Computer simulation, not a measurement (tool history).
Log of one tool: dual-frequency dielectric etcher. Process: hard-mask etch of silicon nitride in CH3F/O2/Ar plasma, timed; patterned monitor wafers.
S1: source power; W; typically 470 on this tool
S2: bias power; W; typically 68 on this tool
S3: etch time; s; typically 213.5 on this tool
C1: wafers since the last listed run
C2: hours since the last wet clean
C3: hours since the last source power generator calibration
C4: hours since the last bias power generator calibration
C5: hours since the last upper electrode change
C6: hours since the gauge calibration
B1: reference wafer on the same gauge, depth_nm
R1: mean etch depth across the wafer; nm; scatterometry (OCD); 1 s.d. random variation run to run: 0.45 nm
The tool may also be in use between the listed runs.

run	hour	S1	S2	S3	C1	C2	C3	C4	C5	C6	B1	R1
1	0	470	68	213.5	0	41.5	2291.3	1969.5	3767.7	467.9	129.8	158.1
2	73.8	470	68	213.5	695	115.3	2365.1	2043.3	3841.5	541.7	129.5	157.9
3	101	470	68	213.5	256	142.5	2392.3	2070.5	3868.7	568.9	129.4	157.4
4	128.9	470	68	213.5	262	170.4	2420.2	2098.4	3896.6	596.8	129.2	158.1
5	164.6	390	68	213.5	336	206.1	2455.9	2134.1	3932.3	632.5	129.2	147
6	186.5	390	68	213.5	206	228	2477.8	2156	3954.2	654.4	129.2	147
7	199.4	390	68	213.5	121	240.9	2490.7	2168.9	3967.1	667.3	129.1	147.1
8	214	400	55	213.5	137	255.5	2505.3	2183.5	3981.7	681.9	128.9	138.1
9	242.6	400	55	213.5	269	284.1	2533.9	2212.1	4010.3	710.5	128.9	138.6
# hour 255: gauge calibrated
10	262.8	520	68	213.5	190	304.3	2554.1	2232.3	4030.5	7.8	130.7	165
11	306.3	470	68	213.5	410	347.8	2597.6	2275.8	4074	51.3	130.6	159.3

What does the tool deliver on the next run?
12	330.5	470	53	195.5	228	372	2621.8	2300	4098.2	75.5	?	?

{"run 12": {"B1": 130.5, "R1": 133.7}}
The same run, on a tool lacking any hidden state, would have yielded R1 134.1 nm.
